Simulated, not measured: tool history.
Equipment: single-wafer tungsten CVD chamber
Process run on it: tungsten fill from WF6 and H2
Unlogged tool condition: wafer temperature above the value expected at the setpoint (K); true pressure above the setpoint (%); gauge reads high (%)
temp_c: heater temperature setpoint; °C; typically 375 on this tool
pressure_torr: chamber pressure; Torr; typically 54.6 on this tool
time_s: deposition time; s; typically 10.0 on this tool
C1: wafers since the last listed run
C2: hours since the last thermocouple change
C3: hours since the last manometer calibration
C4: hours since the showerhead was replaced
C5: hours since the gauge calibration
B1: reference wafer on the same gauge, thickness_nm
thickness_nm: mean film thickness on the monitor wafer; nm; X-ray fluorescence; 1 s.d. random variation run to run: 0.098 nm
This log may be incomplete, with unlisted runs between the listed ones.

{"run": 1, "day": 0.0, "temp_c": 368, "pressure_torr": 54.6, "time_s": 10.0, "C1": 0, "C2": 1859.3, "C3": 2007.7, "C4": 2545.0, "C5": 582.2, "B1": 22.577, "thickness_nm": 20.266}
{"run": 2, "day": 1.621, "temp_c": 375, "pressure_torr": 54.6, "time_s": 10.0, "C1": 1029, "C2": 1898.2, "C3": 2046.6, "C4": 2583.9, "C5": 621.1, "B1": 22.602, "thickness_nm": 23.536}
{"run": 3, "day": 2.704, "temp_c": 375, "pressure_torr": 54.6, "time_s": 10.0, "C1": 688, "C2": 1924.2, "C3": 2072.6, "C4": 2609.9, "C5": 647.1, "B1": 22.597, "thickness_nm": 23.589}
{"run": 4, "day": 4.321, "temp_c": 375, "pressure_torr": 54.6, "time_s": 10.0, "C1": 1027, "C2": 1963.0, "C3": 2111.4, "C4": 2648.7, "C5": 685.9, "B1": 22.584, "thickness_nm": 23.584}
{"run": 5, "day": 6.3, "temp_c": 375, "pressure_torr": 48.5, "time_s": 10.0, "C1": 1257, "C2": 2010.5, "C3": 2158.9, "C4": 2696.2, "C5": 733.4, "B1": 22.613, "thickness_nm": 21.679}
{"day": 7.596, "done": "gauge calibrated"}
{"run": 6, "day": 8.875, "temp_c": 375, "pressure_torr": 48.5, "time_s": 10.0, "C1": 1635, "C2": 2072.3, "C3": 2220.7, "C4": 2758.0, "C5": 30.7, "B1": 22.603, "thickness_nm": 21.756}
{"run": 7, "day": 10.192, "temp_c": 375, "pressure_torr": 48.5, "time_s": 10.0, "C1": 836, "C2": 2103.9, "C3": 2252.3, "C4": 2789.6, "C5": 62.3, "B1": 22.601, "thickness_nm": 21.778}
{"run": 8, "day": 12.604, "temp_c": 381, "pressure_torr": 54.6, "time_s": 10.0, "C1": 1532, "C2": 2161.8, "C3": 2310.2, "C4": 2847.5, "C5": 120.2, "B1": 22.584, "thickness_nm": 26.806}
{"run": 9, "day": 14.133, "temp_c": 381, "pressure_torr": 54.6, "time_s": 10.0, "C1": 971, "C2": 2198.5, "C3": 2346.9, "C4": 2884.2, "C5": 156.9, "B1": 22.58, "thickness_nm": 26.717}
{"run": 10, "day": 15.958, "temp_c": 381, "pressure_torr": 54.6, "time_s": 10.0, "C1": 1159, "C2": 2242.3, "C3": 2390.7, "C4": 2928.0, "C5": 200.7, "B1": 22.602, "thickness_nm": 27.01}
{"run": 11, "day": 18.404, "temp_c": 375, "pressure_torr": 54.6, "time_s": 10.0, "C1": 1553, "C2": 2301.0, "C3": 2449.4, "C4": 2986.7, "C5": 259.4, "B1": 22.585, "thickness_nm": 23.768}
{"run": 12, "day": 19.617, "temp_c": 375, "pressure_torr": 54.6, "time_s": 10.0, "C1": 770, "C2": 2330.1, "C3": 2478.5, "C4": 3015.8, "C5": 288.5, "B1": 22.584, "thickness_nm": 23.665}
{"day": 20.471, "done": "capacitance manometer re-zeroed and calibrated"}
{"day": 20.958, "done": "showerhead replaced"}
{"day": 21.425, "done": "thermocouple changed; heater temperature recalibrated"}
{"run": 13, "day": 22.004, "temp_c": 375, "pressure_torr": 54.6, "time_s": 10.0, "C1": 881, "C2": 13.9, "C3": 36.8, "C4": 25.1, "C5": 345.8, "B1": 22.59, "thickness_nm": 22.464}
{"run": 14, "day": 24.017, "temp_c": 363, "pressure_torr": 50.7, "time_s": 8.9, "C1": 1278, "C2": 62.2, "C3": 85.1, "C4": 73.4, "C5": 394.1, "B1": 22.586, "thickness_nm": 14.797}
{"run": 15, "day": 25.754, "temp_c": 375, "pressure_torr": 54.6, "time_s": 10.0, "C1": 1103, "C2": 103.9, "C3": 126.8, "C4": 115.1, "C5": 435.8, "B1": 22.588, "thickness_nm": 22.513}
{"run": 16, "day": 32.208, "temp_c": 367, "pressure_torr": 66.6, "time_s": 11.1, "C1": 4100, "C2": 258.8, "C3": 281.7, "C4": 270.0, "C5": 590.7, "B1": 22.572, "thickness_nm": 24.082}
{"run": 17, "day": 34.429, "temp_c": 375, "pressure_torr": 41.9, "time_s": 10.0, "C1": 1410, "C2": 312.1, "C3": 335.0, "C4": 323.3, "C5": 644.0, "B1": 22.588, "thickness_nm": 18.6}
{"day": 35.117, "done": "gauge calibrated"}
{"run": 18, "day": 37.204, "temp_c": 375, "pressure_torr": 54.6, "time_s": 10.0, "C1": 1762, "C2": 378.7, "C3": 401.6, "C4": 389.9, "C5": 50.1, "B1": 22.598, "thickness_nm": 22.867}
{"run": 19, "day": 39.192, "temp_c": 381, "pressure_torr": 66.0, "time_s": 11.1, "C1": 1262, "C2": 426.4, "C3": 449.3, "C4": 437.6, "C5": 97.8, "B1": 22.588, "thickness_nm": 31.814}
{"run": 20, "day": 40.208, "temp_c": 382, "pressure_torr": 54.6, "time_s": 11.2, "C1": 645, "C2": 450.8, "C3": 473.7, "C4": 462.0, "C5": 122.2, "B1": 22.604, "thickness_nm": 29.011}
{"run": 21, "day": 41.475, "temp_c": 375, "pressure_torr": 54.6, "time_s": 10.0, "C1": 804, "C2": 481.2, "C3": 504.1, "C4": 492.4, "C5": 152.6, "B1": 22.599, "thickness_nm": 22.735}
{"run": 22, "day": 43.767, "temp_c": 375, "pressure_torr": 59.1, "time_s": 8.7, "C1": 1455, "C2": 536.2, "C3": 559.1, "C4": 547.4, "C5": 207.6, "B1": 22.587, "thickness_nm": 20.849}
{"run": 23, "day": 46.475, "temp_c": 375, "pressure_torr": 54.6, "time_s": 9.1, "C1": 1720, "C2": 601.2, "C3": 624.1, "C4": 612.4, "C5": 272.6, "B1": 22.581, "thickness_nm": 20.706}
{"run": 24, "day": 48.646, "temp_c": 389, "pressure_torr": 54.6, "time_s": 8.2, "C1": 1379, "C2": 653.3, "C3": 676.2, "C4": 664.5, "C5": 324.7, "B1": 22.607, "thickness_nm": 24.64}
{"run": 25, "day": 51.046, "temp_c": 375, "pressure_torr": 54.6, "time_s": 10.0, "C1": 1524, "C2": 710.9, "C3": 733.8, "C4": 722.1, "C5": 382.3, "B1": 22.586, "thickness_nm": 22.774}
{"run": 26, "day": 52.571, "temp_c": 375, "pressure_torr": 54.6, "time_s": 10.0, "C1": 968, "C2": 747.5, "C3": 770.4, "C4": 758.7, "C5": 418.9, "B1": 22.603, "thickness_nm": 22.702}
{"run": 27, "day": 54.454, "temp_c": 366, "pressure_torr": 58.9, "time_s": 10.8, "C1": 1196, "C2": 792.7, "C3": 815.6, "C4": 803.9, "C5": 464.1, "B1": 22.607, "thickness_nm": 21.489}

Hidden state at the last listed run before each entry between runs and at the first one after, where it differs:
Between runs 5 and 6: gauge calibrated (day 7.596)
  wafer temperature above the value expected at the setpoint (K): 2.32 -> 2.4
  measured value less the no-hidden-state value, thickness_nm: +0.989 -> +1.023 nm
Between runs 12 and 13: capacitance manometer re-zeroed and calibrated (day 20.471); showerhead replaced (day 20.958); thermocouple changed; heater temperature recalibrated (day 21.425)
  wafer temperature above the value expected at the setpoint (K): 2.71 -> -0.283
  measured value less the no-hidden-state value, thickness_nm: +1.255 -> -0.128 nm
Between runs 17 and 18: gauge calibrated (day 35.117)
  wafer temperature above the value expected at the setpoint (K): 0.0817 -> 0.163
  measured value less the no-hidden-state value, thickness_nm: +0.030 -> +0.075 nm
